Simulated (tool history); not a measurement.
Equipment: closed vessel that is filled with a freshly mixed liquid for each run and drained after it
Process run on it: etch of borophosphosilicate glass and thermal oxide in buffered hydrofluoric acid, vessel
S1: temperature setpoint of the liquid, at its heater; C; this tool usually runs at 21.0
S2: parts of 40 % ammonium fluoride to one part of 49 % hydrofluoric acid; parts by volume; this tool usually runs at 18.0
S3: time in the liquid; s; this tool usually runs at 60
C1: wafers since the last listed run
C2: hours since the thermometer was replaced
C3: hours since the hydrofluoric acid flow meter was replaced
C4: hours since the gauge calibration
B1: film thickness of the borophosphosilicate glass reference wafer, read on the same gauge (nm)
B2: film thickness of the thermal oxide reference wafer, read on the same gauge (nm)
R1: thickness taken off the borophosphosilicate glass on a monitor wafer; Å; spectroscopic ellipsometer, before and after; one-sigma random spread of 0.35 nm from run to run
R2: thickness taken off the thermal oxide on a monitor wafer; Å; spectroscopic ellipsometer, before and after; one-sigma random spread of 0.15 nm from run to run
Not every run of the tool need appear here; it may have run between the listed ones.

Run 1, hour 0.0: usual settings but S3 70 s; C1 0; C2 1757.0; C3 919.3; C4 1827.5; B1 99.96; B2 120.01. Result: R1 457.0 Å, R2 432.1 Å.
Run 2, hour 56.3: usual settings but S3 70 s; C1 6821; C2 1813.3; C3 975.6; C4 1883.8; B1 99.97; B2 120.00. Result: R1 450.5 Å, R2 436.5 Å.
Run 3, hour 128.0: usual settings but S1 24.5 C, S2 13.0 parts by volume; C1 8687; C2 1885.0; C3 1047.3; C4 1955.5; B1 99.97; B2 120.02. Result: R1 640.1 Å, R2 622.0 Å.
Run 4, hour 167.8: usual settings; C1 4822; C2 1924.8; C3 1087.1; C4 1995.3; B1 99.97; B2 120.04. Result: R1 382.8 Å, R2 375.0 Å.
At hour 184.3: gauge calibrated.
Run 5, hour 205.2: usual settings; C1 4531; C2 1962.2; C3 1124.5; C4 20.9; B1 100.01; B2 119.99. Result: R1 390.0 Å, R2 375.2 Å.
Run 6, hour 270.7: usual settings but S1 24.5 C; C1 7936; C2 2027.7; C3 1190.0; C4 86.4; B1 100.03; B2 120.02. Result: R1 468.9 Å, R2 453.6 Å.
Run 7, hour 301.4: usual settings but S1 24.5 C, S2 20.0 parts by volume, S3 85 s; C1 3719; C2 2058.4; C3 1220.7; C4 117.1; B1 100.00; B2 119.98. Result: R1 593.1 Å, R2 581.4 Å.
Run 8, hour 364.9: usual settings; C1 7694; C2 2121.9; C3 1284.2; C4 180.6; B1 100.02; B2 120.01. Result: R1 395.2 Å, R2 379.3 Å.
Run 9, hour 419.6: usual settings but S1 23.0 C, S2 14.0 parts by volume; C1 6627; C2 2176.6; C3 1338.9; C4 235.3; B1 100.00; B2 119.99. Result: R1 556.5 Å, R2 537.2 Å.
Run 10, hour 480.7: usual settings; C1 7403; C2 2237.7; C3 1400.0; C4 296.4; B1 99.97; B2 119.98. Result: R1 388.4 Å, R2 380.1 Å.
At hour 501.9: thermometer replaced.
Run 11, hour 536.2: usual settings but S1 18.5 C, S2 24.5 parts by volume; C1 6603; C2 34.3; C3 1455.5; C4 351.9; B1 99.99; B2 120.01. Result: R1 237.1 Å, R2 233.1 Å.
Run 12, hour 573.7: usual settings but S2 12.0 parts by volume, S3 45 s; C1 4543; C2 71.8; C3 1493.0; C4 389.4; B1 100.01; B2 119.97. Result: R1 396.7 Å, R2 380.9 Å.
Run 13, hour 645.6: usual settings; C1 8711; C2 143.7; C3 1564.9; C4 461.3; B1 99.95; B2 120.00. Result: R1 357.0 Å, R2 342.8 Å.
Run 14, hour 686.7: usual settings but S1 17.5 C, S2 21.5 parts by volume, S3 35 s; C1 4979; C2 184.8; C3 1606.0; C4 502.4; B1 99.99; B2 120.01. Result: R1 146.4 Å, R2 141.1 Å.
At hour 741.4: hydrofluoric acid flow meter replaced.
Run 15, hour 754.4: usual settings but S1 17.0 C, S2 15.0 parts by volume; C1 8081; C2 252.5; C3 13.0; C4 570.1; B1 100.01; B2 120.01. Result: R1 334.2 Å, R2 328.5 Å.
Run 16, hour 812.8: usual settings but S2 15.5 parts by volume; C1 7076; C2 310.9; C3 71.4; C4 628.5; B1 99.98; B2 119.99. Result: R1 413.4 Å, R2 400.4 Å.
Run 17, hour 882.0: usual settings but S1 17.5 C, S2 24.5 parts by volume; C1 8384; C2 380.1; C3 140.6; C4 697.7; B1 100.00; B2 120.01. Result: R1 233.3 Å, R2 221.7 Å.

Predict the results of run 18:
Run 18, hour 948.4: usual settings but S2 12.5 parts by volume; C1 8045; C2 446.5; C3 207.0; C4 764.1; B1 ?; B2 ?. Result: R1 ?, R2 ?.

Run 18 came out at B1 100.02, B2 120.01, R1 508.6 Å, R2 496.1 Å.
Minus the tool's unlogged condition, the same run would have read R1 491.6 Å, R2 479.3 Å.
